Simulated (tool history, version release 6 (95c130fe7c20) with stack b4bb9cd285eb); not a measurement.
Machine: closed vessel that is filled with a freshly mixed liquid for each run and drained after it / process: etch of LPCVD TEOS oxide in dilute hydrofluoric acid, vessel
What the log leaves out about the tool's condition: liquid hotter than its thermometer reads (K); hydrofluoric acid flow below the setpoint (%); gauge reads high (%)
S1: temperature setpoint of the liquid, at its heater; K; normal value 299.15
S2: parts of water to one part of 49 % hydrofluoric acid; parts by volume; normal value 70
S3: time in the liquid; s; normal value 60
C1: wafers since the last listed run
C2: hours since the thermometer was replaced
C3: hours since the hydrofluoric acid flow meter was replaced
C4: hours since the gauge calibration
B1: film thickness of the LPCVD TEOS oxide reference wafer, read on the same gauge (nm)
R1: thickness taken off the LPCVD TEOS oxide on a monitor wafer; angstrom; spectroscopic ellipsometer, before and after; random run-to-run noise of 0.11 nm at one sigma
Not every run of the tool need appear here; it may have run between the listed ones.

| run | hour | S1 | S2 | S3 | C1 | C2 | C3 | C4 | B1 | R1 |
|---|---|---|---|---|---|---|---|---|---|---|
| 1 | 0.0 | 300.65 | 70 | 60 | 0 | 3188.1 | 1995.2 | 241.3 | 100.02 | 233.2 |
| 2 | 13.2 | 300.65 | 70 | 60 | 904 | 3201.3 | 2008.4 | 254.5 | 100.05 | 234.0 |
| 3 | 26.0 | 299.15 | 70 | 60 | 877 | 3214.1 | 2021.2 | 267.3 | 99.96 | 218.2 |
| 4 | 41.0 | 299.15 | 70 | 60 | 1028 | 3229.1 | 2036.2 | 282.3 | 100.04 | 220.5 |
| 5 | 48.2 | 299.15 | 70 | 60 | 493 | 3236.3 | 2043.4 | 289.5 | 99.99 | 219.6 |
| 6 | 65.2 | 299.15 | 70 | 60 | 1165 | 3253.3 | 2060.4 | 306.5 | 100.02 | 220.5 |
| 7 | 81.7 | 299.15 | 70 | 60 | 1131 | 3269.8 | 2076.9 | 323.0 | 99.99 | 217.1 |
| 8 | 89.5 | 299.15 | 70 | 60 | 534 | 3277.6 | 2084.7 | 330.8 | 100.01 | 216.8 |
| 9 | 106.9 | 299.15 | 70 | 60 | 1192 | 3295.0 | 2102.1 | 348.2 | 100.00 | 218.5 |
| 10 | 117.8 | 299.15 | 70 | 60 | 747 | 3305.9 | 2113.0 | 359.1 | 100.04 | 216.5 |
| 11 | 128.0 | 299.15 | 70 | 60 | 699 | 3316.1 | 2123.2 | 369.3 | 100.01 | 218.3 |
|  | 137.3 | thermometer replaced |
| 12 | 144.7 | 299.15 | 55 | 60 | 1076 | 7.4 | 2139.9 | 386.0 | 100.03 | 282.7 |
|  | 149.1 | hydrofluoric acid flow meter replaced |
| 13 | 158.0 | 299.15 | 55 | 60 | 843 | 20.7 | 8.9 | 399.3 | 99.98 | 323.5 |
|  | 167.9 | gauge calibrated |
| 14 | 169.2 | 299.15 | 55 | 60 | 767 | 31.9 | 20.1 | 1.3 | 100.05 | 326.0 |
| 15 | 186.2 | 304.15 | 70 | 30 | 1165 | 48.9 | 37.1 | 18.3 | 100.01 | 152.1 |
| 16 | 193.4 | 300.65 | 85 | 85 | 493 | 56.1 | 44.3 | 25.5 | 99.98 | 302.0 |
| 17 | 208.8 | 299.15 | 95 | 50 | 1055 | 71.5 | 59.7 | 40.9 | 99.98 | 149.1 |
| 18 | 221.9 | 297.15 | 85 | 60 | 898 | 84.6 | 72.8 | 54.0 | 99.97 | 185.5 |
| 19 | 229.3 | 301.65 | 80 | 45 | 507 | 92.0 | 80.2 | 61.4 | 100.02 | 177.5 |
| 20 | 239.2 | 303.15 | 45 | 50 | 678 | 101.9 | 90.1 | 71.3 | 99.93 | 392.8 |
| 21 | 249.3 | 300.65 | 70 | 60 | 692 | 112.0 | 100.2 | 81.4 | 100.00 | 263.1 |
| 22 | 258.6 | 299.15 | 70 | 60 | 637 | 121.3 | 109.5 | 90.7 | 99.98 | 250.3 |
| 23 | 272.8 | 299.15 | 70 | 60 | 973 | 135.5 | 123.7 | 104.9 | 100.03 | 248.2 |
| 24 | 284.8 | 299.15 | 70 | 60 | 822 | 147.5 | 135.7 | 116.9 | 100.00 | 247.9 |
| 25 | 291.5 | 299.15 | 70 | 60 | 459 | 154.2 | 142.4 | 123.6 | 99.97 | 248.3 |
| 26 | 304.1 | 297.15 | 85 | 45 | 863 | 166.8 | 155.0 | 136.2 | 100.03 | 138.3 |
| 27 | 313.9 | 301.15 | 35 | 60 | 671 | 176.6 | 164.8 | 146.0 | 99.95 | 563.8 |
| 28 | 327.1 | 299.15 | 70 | 40 | 904 | 189.8 | 178.0 | 159.2 | 100.02 | 165.6 |
| 29 | 341.5 | 304.15 | 70 | 30 | 987 | 204.2 | 192.4 | 173.6 | 99.99 | 148.8 |

The tool's hidden state at each run:
liquid hotter than its thermometer reads (K): 0 in every run
gauge reads high (%): 0 in every run
H1: hydrofluoric acid flow below the setpoint (%)
| run | H1 |
|---|---|
| 1 | 11.4 |
| 2 | 11.4 |
| 3 | 11.5 |
| 4 | 11.6 |
| 5 | 11.6 |
| 6 | 11.7 |
| 7 | 11.8 |
| 8 | 11.8 |
| 9 | 11.9 |
| 10 | 12 |
| 11 | 12.1 |
| 12 | 12.1 |
| 13 | 0.363 |
| 14 | 0.424 |
| 15 | 0.515 |
| 16 | 0.554 |
| 17 | 0.638 |
| 18 | 0.708 |
| 19 | 0.748 |
| 20 | 0.802 |
| 21 | 0.857 |
| 22 | 0.907 |
| 23 | 0.984 |
| 24 | 1.05 |
| 25 | 1.08 |
| 26 | 1.15 |
| 27 | 1.21 |
| 28 | 1.28 |
| 29 | 1.35 |
